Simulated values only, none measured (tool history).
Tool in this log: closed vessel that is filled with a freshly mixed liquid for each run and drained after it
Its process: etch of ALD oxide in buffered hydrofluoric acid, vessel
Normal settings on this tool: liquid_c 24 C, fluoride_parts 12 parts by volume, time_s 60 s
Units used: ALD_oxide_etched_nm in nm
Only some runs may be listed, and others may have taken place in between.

run	hour	liquid_c	fluoride_parts	time_s	read-back film thickness of the ALD oxide reference wafer, read on the same gauge (nm)	ALD_oxide_etched_nm
1	0	24	9	60	110.01	141.2
2	65.7	27	12	60	109.99	130.06
3	166.1	25	12	75	110.06	145.19
4	245.1	25	12	75	109.97	144.38
5	324	24	12	60	110.04	109.36
6	393	24	12	60	110	108.71
7	484.2	24	12	60	110.04	109.28
8	528.1	24	12	60	110	108.57
9	634.4	24	12	60	110.05	107.96
10	682	24	12	60	109.99	108.49
11	770.1	24	12	60	110	107.22
12	875.9	24	12	60	110.03	107.18
13	940.6	24	12	80	110	141.73
14	978.7	24	12	80	109.96	143.06
15	1055.9	21.5	12	85	110	130.78
16	1146.3	21.5	12	85	110.01	130.67
# hour 1175.3: hydrofluoric acid flow meter replaced
17	1186.8	24	12	60	109.97	106.53
18	1274.1	24	12	60	109.96	106.32
19	1378.7	24	16	60	110.02	80.44
# hour 1412.1: thermometer replaced
# hour 1438.5: gauge calibrated
20	1481.7	24	12	60	109.99	110.71
21	1535.7	24	12	60	110	111.29
22	1615.3	22.5	9.5	45	110	94.6
23	1712.4	24	14	35	109.98	55.08
24	1770.9	26	14	85	109.99	150.71
25	1848.3	24	12	60	109.98	109.71
26	1942.6	24	15	60	110.01	87.28
27	2030.1	24	12	60	110.03	109.51
28	2090.1	25.5	14.5	60	109.98	98.75
29	2180.9	28.5	12	60	110.02	138.46
30	2244.5	24	12	60	109.98	107.9
31	2310.3	24	9.5	85	110.04	188.35
32	2369.9	24	14.5	70	110.01	104.9
33	2417.9	25.5	15	90	110.03	140.73

Some steps in ALD_oxide_etched_nm between neighbouring runs. How much of each would the tool show without its hidden state too (settings, what came in, random variation), and how much is left for the hidden state, with any gauge scatter that isn't in both results?
Hidden state at play: liquid colder than its thermometer reads (K); hydrofluoric acid flow below the setpoint (%); gauge reads high (%).
Run 19 -> 20: fluoride_parts 16 -> 12, thermometer replaced, gauge calibrated. ALD_oxide_etched_nm +30.27 nm: hidden state +4.1, all else +26.17.
Run 23 -> 24: liquid_c 24 -> 26, time_s 35 -> 85. ALD_oxide_etched_nm +95.63 nm: hidden state -1.61, all else +97.24.
Run 30 -> 31: fluoride_parts 12 -> 9.5, time_s 60 -> 85. ALD_oxide_etched_nm +80.45 nm: hidden state -3.02, all else +83.47.
Run 31 -> 32: fluoride_parts 9.5 -> 14.5, time_s 85 -> 70. ALD_oxide_etched_nm -83.45 nm: hidden state +2.69, all else -86.14.
